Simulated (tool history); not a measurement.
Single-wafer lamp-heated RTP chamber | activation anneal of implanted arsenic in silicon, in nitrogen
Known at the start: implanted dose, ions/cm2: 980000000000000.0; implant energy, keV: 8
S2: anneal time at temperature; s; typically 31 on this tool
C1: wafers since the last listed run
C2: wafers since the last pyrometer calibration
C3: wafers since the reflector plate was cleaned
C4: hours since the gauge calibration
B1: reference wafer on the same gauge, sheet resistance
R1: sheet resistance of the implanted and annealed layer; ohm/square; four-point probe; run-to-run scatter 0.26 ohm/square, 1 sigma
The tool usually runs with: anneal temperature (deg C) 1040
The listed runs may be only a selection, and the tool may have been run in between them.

run 1 day=0 | anneal_temperature_(deg_C)=1040 S2=31 | C1=0 C2=1962 C3=288 C4=258.3 | B1=138.02 | R1=115.17
run 2 day=1.158 | anneal_temperature_(deg_C)=1040 S2=31 | C1=409 C2=2371 C3=697 C4=286.1 | B1=137.98 | R1=115.45
run 3 day=2.071 | anneal_temperature_(deg_C)=1040 S2=31 | C1=322 C2=2694 C3=1020 C4=308 | B1=138.05 | R1=114.94
run 4 day=3.35 | anneal_temperature_(deg_C)=1040 S2=31 | C1=452 C2=3146 C3=1472 C4=338.7 | B1=138.02 | R1=114.36
run 5 day=3.912 | anneal_temperature_(deg_C)=1040 S2=31 | C1=198 C2=3345 C3=1671 C4=352.2 | B1=137.99 | R1=114.18
run 6 day=4.988 | anneal_temperature_(deg_C)=1040 S2=31 | C1=379 C2=3725 C3=2051 C4=378 | B1=137.95 | R1=114.3
run 7 day=5.508 | anneal_temperature_(deg_C)=1040 S2=31 | C1=184 C2=3909 C3=2235 C4=390.5 | B1=138.03 | R1=113.56
run 8 day=6.912 | anneal_temperature_(deg_C)=1026 S2=25 | C1=496 C2=4405 C3=2731 C4=424.2 | B1=138.03 | R1=122.3
run 9 day=8.167 | anneal_temperature_(deg_C)=1026 S2=25 | C1=443 C2=4848 C3=3174 C4=454.3 | B1=137.98 | R1=122.28
-- day=8.467 gauge calibrated
run 10 day=8.858 | anneal_temperature_(deg_C)=1040 S2=43 | C1=244 C2=5093 C3=3418 C4=9.4 | B1=137.95 | R1=109.31
run 11 day=10.296 | anneal_temperature_(deg_C)=1015 S2=31 | C1=508 C2=5601 C3=3927 C4=43.9 | B1=137.95 | R1=121.84
run 12 day=11.367 | anneal_temperature_(deg_C)=1056 S2=47 | C1=378 C2=5979 C3=4305 C4=69.6 | B1=138.06 | R1=104.03
-- day=12.604 reflector plate cleaned
run 13 day=12.754 | anneal_temperature_(deg_C)=1040 S2=31 | C1=372 C2=6352 C3=53 C4=102.9 | B1=137.97 | R1=115.62
-- day=13.529 pyrometer window cleaned and pyrometer calibrated
run 14 day=14.183 | anneal_temperature_(deg_C)=1053 S2=31 | C1=387 C2=231 C3=440 C4=137.2 | B1=138.05 | R1=110.68
run 15 day=15.288 | anneal_temperature_(deg_C)=1032 S2=14 | C1=390 C2=621 C3=831 C4=163.7 | B1=138.1 | R1=133.32

Forecast run 16:
run 16 day=15.883 | anneal_temperature_(deg_C)=1065 S2=31 | C1=210 C2=831 C3=1041 C4=178 | B1=? | R1=?

Run 16 measured B1 138.05, R1 107.56 ohm/square.
The same run, on a tool lacking any hidden state, would have yielded R1 108.23 ohm/square.

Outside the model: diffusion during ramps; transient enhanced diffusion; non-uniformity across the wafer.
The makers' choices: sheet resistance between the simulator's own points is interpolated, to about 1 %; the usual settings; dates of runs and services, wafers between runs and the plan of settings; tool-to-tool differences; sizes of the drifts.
